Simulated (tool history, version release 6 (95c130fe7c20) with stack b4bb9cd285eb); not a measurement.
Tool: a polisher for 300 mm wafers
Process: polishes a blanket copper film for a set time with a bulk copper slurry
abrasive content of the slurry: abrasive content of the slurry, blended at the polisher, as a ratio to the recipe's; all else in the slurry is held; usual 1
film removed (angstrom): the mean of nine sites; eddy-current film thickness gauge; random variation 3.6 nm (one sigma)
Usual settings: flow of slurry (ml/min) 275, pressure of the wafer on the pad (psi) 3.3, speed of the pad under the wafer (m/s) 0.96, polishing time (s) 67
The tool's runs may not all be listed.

run,day,flow of slurry (ml/min),pressure of the wafer on the pad (psi),speed of the pad under the wafer (m/s),abrasive content of the slurry,polishing time (s),wafers since the last listed run,wafers polished on this pad,hours since the slurry nozzle was cleaned,hours since the head pressure was calibrated,hours since the slurry blender was calibrated,"incoming thickness of the incoming film, nm",film removed (angstrom)
1,0,275,3.3,0.96,1,67,0,58,381.9,368.1,5.7,3304,5526
2,0.746,275,3.3,0.96,1,67,179,238,399.8,386,23.6,3356.6,5332
3,1.342,275,3.3,0.96,1,67,143,382,414.1,400.3,37.9,3293.8,5380
4,3.367,275,3.3,0.96,1,67,488,871,462.7,448.9,86.5,3367.6,5238
5,4.062,275,3.3,0.96,0.9,67,167,1039,479.4,465.6,103.2,3372.3,5093
# day 4.558: worn pad replaced by a new one
6,5.025,275,3.3,0.96,0.9,67,192,112,502.5,488.7,126.3,3305,5099
# day 5.175: slurry blender recalibrated
# day 5.338: slurry nozzle cleaned
7,6.062,275,3.3,0.96,0.9,67,220,332,17.4,513.6,21.3,3302.1,5185
8,8.433,275,3.3,0.96,0.85,84,572,904,74.3,570.5,78.2,3323.2,6380
# day 9.479: worn pad replaced by a new one
# day 10.388: slurry blender recalibrated
9,12.371,275,3.3,0.96,1,59,889,677,168.8,665,47.6,3362.3,4567
10,13.325,275,3.3,0.62,0.9,67,230,907,191.7,687.9,70.5,3333.9,3454
# day 13.538: head pressure recalibrated
# day 13.883: worn pad replaced by a new one
11,14.421,275,2.2,1.14,0.85,67,204,129,218,21.2,96.8,3325.9,4325
12,15.571,275,3.8,0.96,1,48,277,406,245.6,48.8,124.4,3311.7,4281
# day 16.421: slurry blender recalibrated
13,16.733,180,3.3,0.96,1,67,260,667,273.5,76.7,7.5,3327.3,5352
14,17.525,275,3.3,0.96,1,67,191,858,292.5,95.7,26.5,3356.9,5388

Hidden state at the last listed run before each entry between runs and at the first one after, where it differs:
Between runs 5 and 6: worn pad replaced by a new one (day 4.558)
  deviation of the head's pressure from its setpoint, %: -6 -> -6.08; abrasive missing from the slurry, %: 28.8 -> 30.1
  measured less the result without the state, film removed (angstrom): -595 -> -617
Between runs 6 and 7: slurry blender recalibrated (day 5.175); slurry nozzle cleaned (day 5.338)
  deviation of the head's pressure from its setpoint, %: -6.08 -> -6.16; abrasive missing from the slurry, %: 30.1 -> 12.7
  measured less the result without the state, film removed (angstrom): -617 -> -417
Between runs 8 and 9: worn pad replaced by a new one (day 9.479); slurry blender recalibrated (day 10.388)
  deviation of the head's pressure from its setpoint, %: -6.33 -> -6.53; abrasive missing from the slurry, %: 26.7 -> 25.6
  measured less the result without the state, film removed (angstrom): -730 -> -524
Between runs 10 and 11: head pressure recalibrated (day 13.538); worn pad replaced by a new one (day 13.883)
  deviation of the head's pressure from its setpoint, %: -6.56 -> -1.78; abrasive missing from the slurry, %: 30 -> 32.9
  measured less the result without the state, film removed (angstrom): -434 -> -373
Between runs 12 and 13: slurry blender recalibrated (day 16.421)
  deviation of the head's pressure from its setpoint, %: -2.38 -> -2.92; abrasive missing from the slurry, %: 34.5 -> 6.27
  measured less the result without the state, film removed (angstrom): -419 -> -200
